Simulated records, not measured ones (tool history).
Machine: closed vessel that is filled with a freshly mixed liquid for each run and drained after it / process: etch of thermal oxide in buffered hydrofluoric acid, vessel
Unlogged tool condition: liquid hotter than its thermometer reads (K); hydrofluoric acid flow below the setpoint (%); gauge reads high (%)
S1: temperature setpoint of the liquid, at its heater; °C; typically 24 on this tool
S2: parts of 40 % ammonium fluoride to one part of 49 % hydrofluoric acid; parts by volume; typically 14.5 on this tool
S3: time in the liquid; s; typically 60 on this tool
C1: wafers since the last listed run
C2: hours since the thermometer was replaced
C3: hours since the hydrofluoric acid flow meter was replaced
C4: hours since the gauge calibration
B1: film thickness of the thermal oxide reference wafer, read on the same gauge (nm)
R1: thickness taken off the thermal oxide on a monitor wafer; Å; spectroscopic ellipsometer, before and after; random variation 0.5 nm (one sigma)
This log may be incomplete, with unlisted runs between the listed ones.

Run 1, hour 0: usual settings but S2 16 parts by volume; C1 0; C2 1467.8; C3 720.2; C4 493.1; B1 49.99. Result: R1 488.8 Å.
Run 2, hour 60.5: usual settings but S2 16 parts by volume; C1 6516; C2 1528.3; C3 780.7; C4 553.6; B1 50.02. Result: R1 489.5 Å.
At hour 152.4: hydrofluoric acid flow meter replaced.
Run 3, hour 198.4: usual settings but S1 27.5 °C; C1 14745; C2 1666.2; C3 46; C4 691.5; B1 49.99. Result: R1 712.5 Å.
Run 4, hour 241.8: usual settings but S1 27.5 °C; C1 4674; C2 1709.6; C3 89.4; C4 734.9; B1 49.99. Result: R1 718.1 Å.
At hour 265.9: thermometer replaced.
Run 5, hour 314.4: usual settings but S1 27.5 °C; C1 7712; C2 48.5; C3 162; C4 807.5; B1 49.99. Result: R1 651.9 Å.
Run 6, hour 375.5: usual settings but S3 40 s; C1 6581; C2 109.6; C3 223.1; C4 868.6; B1 50.01. Result: R1 361 Å.
Run 7, hour 452.3: usual settings but S3 40 s; C1 8272; C2 186.4; C3 299.9; C4 945.4; B1 49.98. Result: R1 357 Å.
Run 8, hour 549.6: usual settings but S3 40 s; C1 10480; C2 283.7; C3 397.2; C4 1042.7; B1 50.01. Result: R1 349.9 Å.
Run 9, hour 832.8: usual settings but S1 23 °C; C1 30503; C2 566.9; C3 680.4; C4 1325.9; B1 50. Result: R1 496.1 Å.
Run 10, hour 908: usual settings but S1 23 °C; C1 8099; C2 642.1; C3 755.6; C4 1401.1; B1 50. Result: R1 488.7 Å.
At hour 931.7: hydrofluoric acid flow meter replaced.
Run 11, hour 974.6: usual settings; C1 7065; C2 708.7; C3 42.9; C4 1467.7; B1 50. Result: R1 565.7 Å.
Run 12, hour 1033.5: usual settings; C1 6344; C2 767.6; C3 101.8; C4 1526.6; B1 49.99. Result: R1 569.9 Å.
Run 13, hour 1141: usual settings but S1 25 °C; C1 11578; C2 875.1; C3 209.3; C4 1634.1; B1 49.99. Result: R1 600.2 Å.
Run 14, hour 1219.1: usual settings but S1 25 °C; C1 8412; C2 953.2; C3 287.4; C4 1712.2; B1 49.98. Result: R1 589.5 Å.
Run 15, hour 1323.4: usual settings; C1 11234; C2 1057.5; C3 391.7; C4 1816.5; B1 49.99. Result: R1 545.9 Å.
Run 16, hour 1372.8: usual settings; C1 5320; C2 1106.9; C3 441.1; C4 1865.9; B1 49.99. Result: R1 547.9 Å.
At hour 1434.7: gauge calibrated.
Run 17, hour 1443.1: usual settings but S1 26 °C, S2 19.5 parts by volume, S3 30 s; C1 7572; C2 1177.2; C3 511.4; C4 8.4; B1 50. Result: R1 229.7 Å.
Run 18, hour 1502.5: usual settings but S1 19 °C; C1 6397; C2 1236.6; C3 570.8; C4 67.8; B1 49.99. Result: R1 419.2 Å.
Run 19, hour 1575.9: usual settings but S1 25.5 °C, S2 16 parts by volume; C1 7905; C2 1310; C3 644.2; C4 141.2; B1 50.01. Result: R1 528.2 Å.
Run 20, hour 1683.2: usual settings; C1 11557; C2 1417.3; C3 751.5; C4 248.5; B1 50. Result: R1 542.9 Å.
Run 21, hour 1736.5: usual settings but S1 20.5 °C, S2 10.5 parts by volume; C1 5740; C2 1470.6; C3 804.8; C4 301.8; B1 49.98. Result: R1 609.3 Å.
At hour 1816.2: hydrofluoric acid flow meter replaced.
Run 22, hour 1975.8: usual settings; C1 25667; C2 1709.9; C3 159.6; C4 541.1; B1 50. Result: R1 582.2 Å.
At hour 2012: thermometer replaced.
Run 23, hour 2058.3: usual settings; C1 8778; C2 46.3; C3 242.1; C4 623.6; B1 49.96. Result: R1 547.3 Å.
Run 24, hour 2119.9: usual settings but S3 40 s; C1 6634; C2 107.9; C3 303.7; C4 685.2; B1 50.01. Result: R1 364.7 Å.
Run 25, hour 2158.1: usual settings but S1 28 °C, S3 75 s; C1 4114; C2 146.1; C3 341.9; C4 723.4; B1 49.99. Result: R1 841.2 Å.
Run 26, hour 2236.1: usual settings but S1 27 °C; C1 8401; C2 224.1; C3 419.9; C4 801.4; B1 49.99. Result: R1 636.9 Å.
Run 27, hour 2273.8: usual settings but S1 28.5 °C, S2 9.5 parts by volume, S3 45 s; C1 4060; C2 261.8; C3 457.6; C4 839.1; B1 49.98. Result: R1 773.3 Å.
Run 28, hour 2342.7: usual settings but S3 85 s; C1 7421; C2 330.7; C3 526.5; C4 908; B1 50. Result: R1 767.3 Å.
Run 29, hour 2416.7: usual settings but S2 10.5 parts by volume, S3 30 s; C1 7970; C2 404.7; C3 600.5; C4 982; B1 50.01. Result: R1 367.9 Å.
Run 30, hour 2521.9: usual settings but S1 28 °C, S2 12 parts by volume, S3 35 s; C1 11331; C2 509.9; C3 705.7; C4 1087.2; B1 50.01. Result: R1 462.1 Å.
At hour 2572: hydrofluoric acid flow meter replaced.
Run 31, hour 2611.2: usual settings but S1 28 °C, S2 19.5 parts by volume, S3 30 s; C1 9510; C2 599.2; C3 39.2; C4 1176.5; B1 50.01. Result: R1 265.1 Å.
Run 32, hour 2708.1: usual settings; C1 10437; C2 696.1; C3 136.1; C4 1273.4; B1 49.99. Result: R1 568.6 Å.

Alternative continuations, all from the tool just after run 32; predict every row:
Run A, hour 2708.8: usual settings but S2 12 parts by volume; C1 75; C2 696.8; C3 136.8; C4 1274.1; B1 ?. Result: R1 ?.
Run B, hour 2708.8: usual settings but S1 26 °C, S2 8.5 parts by volume; C1 75; C2 696.8; C3 136.8; C4 1274.1; B1 ?. Result: R1 ?.
Run C, hour 2708.8: usual settings but S1 21 °C, S2 18 parts by volume, S3 85 s; C1 75; C2 696.8; C3 136.8; C4 1274.1; B1 ?. Result: R1 ?.
Run D, hour 2708.8: usual settings but S1 20 °C, S2 17.5 parts by volume; C1 75; C2 696.8; C3 136.8; C4 1274.1; B1 ?. Result: R1 ?.

run     B1      R1
  A  50.01   687.1
  B  50.01  1035.9
  C  50.01   554.6
  D  50.01   380.7
Had the tool no hidden state, the same runs would have come out as:
run     R1
  A  658.8
  B  996.9
  C    531
  D  364.5
